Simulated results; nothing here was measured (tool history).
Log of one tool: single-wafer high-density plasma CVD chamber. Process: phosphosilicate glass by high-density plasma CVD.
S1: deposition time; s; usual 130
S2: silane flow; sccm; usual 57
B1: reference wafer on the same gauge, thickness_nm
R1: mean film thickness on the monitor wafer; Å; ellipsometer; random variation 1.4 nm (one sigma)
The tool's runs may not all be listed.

run	day	S1	S2	B1	R1
1	0	130	63	563.823	7316.48
2	1.3	130	51	563.863	6162.2
3	4.196	130	51	564.24	6155.37
4	6.804	130	61	564.317	7057.19
5	8.167	130	61	563.943	7078.74
6	9.712	130	54	564.2	6408.69
7	11.067	130	54	563.859	6433.38
8	12.371	130	57	563.685	6716.67
9	15.117	118	60	564.188	6319.55
# day 17.121: gauge calibrated
10	18	113	67	564.129	6612.09
11	19.554	123	57	564.305	6318.47
12	21.958	108	57	563.748	5524.35
# day 23.196: silane flow controller replaced
13	23.583	113	67	563.967	6848.79
14	25.308	130	57	564.032	6954.29
15	27.45	130	64	563.943	7596.05
16	29.875	130	57	564.284	6962.36
17	31.854	130	60	563.754	7218.73
18	34.504	151	63	564.366	8735.73
19	36.646	153	60	563.997	8507.36

Measured less the same run without the tool's hidden state. The same run-to-run variation is in both; the gauge's scatter may not be:
The hidden state here: delivered silane flow above the setpoint (%); gauge reads high (%).
run	R1
1	-223.57
2	-192.04
3	-200.31
4	-238.62
5	-244.11
6	-225.96
7	-231.23
8	-245.89
9	-240.36
10	-261.6
11	-255.28
12	-230.48
13	-2.44
14	-2.53
15	-2.93
16	-2.99
17	-3.46
18	-4.94
19	-5.54
